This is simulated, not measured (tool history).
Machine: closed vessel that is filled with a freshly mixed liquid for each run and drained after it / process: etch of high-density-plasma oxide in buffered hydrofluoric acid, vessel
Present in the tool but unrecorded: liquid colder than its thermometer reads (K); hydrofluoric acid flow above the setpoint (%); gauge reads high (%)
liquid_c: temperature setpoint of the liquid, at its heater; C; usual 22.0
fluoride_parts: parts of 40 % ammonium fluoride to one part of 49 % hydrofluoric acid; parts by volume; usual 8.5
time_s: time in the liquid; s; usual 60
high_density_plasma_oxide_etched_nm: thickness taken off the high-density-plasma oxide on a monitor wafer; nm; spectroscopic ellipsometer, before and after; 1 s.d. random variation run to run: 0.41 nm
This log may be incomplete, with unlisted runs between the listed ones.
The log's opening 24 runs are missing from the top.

run,day,liquid_c,fluoride_parts,time_s,wafers since the last listed run,hours since the thermometer was replaced,hours since the hydrofluoric acid flow meter was replaced,hours since the gauge calibration,"read-back film thickness of the high-density-plasma oxide reference wafer, read on the same gauge (nm)",high_density_plasma_oxide_etched_nm
25,10.604,22.0,8.5,60,964,177.1,35.5,180.4,70.01,74.47
26,10.892,22.0,8.5,60,645,184.0,42.4,187.3,69.98,74.64
27,11.304,25.5,8.5,45,926,193.9,52.3,197.2,69.99,67.97
28,11.717,22.0,8.5,45,926,203.8,62.2,207.1,69.97,55.89
29,12.400,22.0,8.5,60,1534,220.2,78.6,223.5,70.02,74.26
30,13.025,20.5,7.0,45,1403,235.2,93.6,238.5,69.99,63.69
31,13.483,17.5,7.0,40,1029,246.2,104.6,249.5,69.98,47.67
32,14.058,25.5,11.5,85,1291,260.0,118.4,263.3,70.03,98.27

Here are 4 independent what-if runs from the current tool condition. What would each one return?
A,14.088,22.0,8.5,60,65,260.7,119.1,264.0,?,?
B,14.088,19.0,8.5,45,65,260.7,119.1,264.0,?,?
C,14.088,18.0,9.5,45,65,260.7,119.1,264.0,?,?
D,14.088,22.0,8.5,85,65,260.7,119.1,264.0,?,?

run,"read-back film thickness of the high-density-plasma oxide reference wafer, read on the same gauge (nm)",high_density_plasma_oxide_etched_nm
A,70.00,74.74
B,70.00,47.39
C,70.00,40.33
D,70.00,105.88
Without the tool's unlogged condition, the same runs would have read:
run,high_density_plasma_oxide_etched_nm
A,75.30
B,47.77
C,41.01
D,106.67

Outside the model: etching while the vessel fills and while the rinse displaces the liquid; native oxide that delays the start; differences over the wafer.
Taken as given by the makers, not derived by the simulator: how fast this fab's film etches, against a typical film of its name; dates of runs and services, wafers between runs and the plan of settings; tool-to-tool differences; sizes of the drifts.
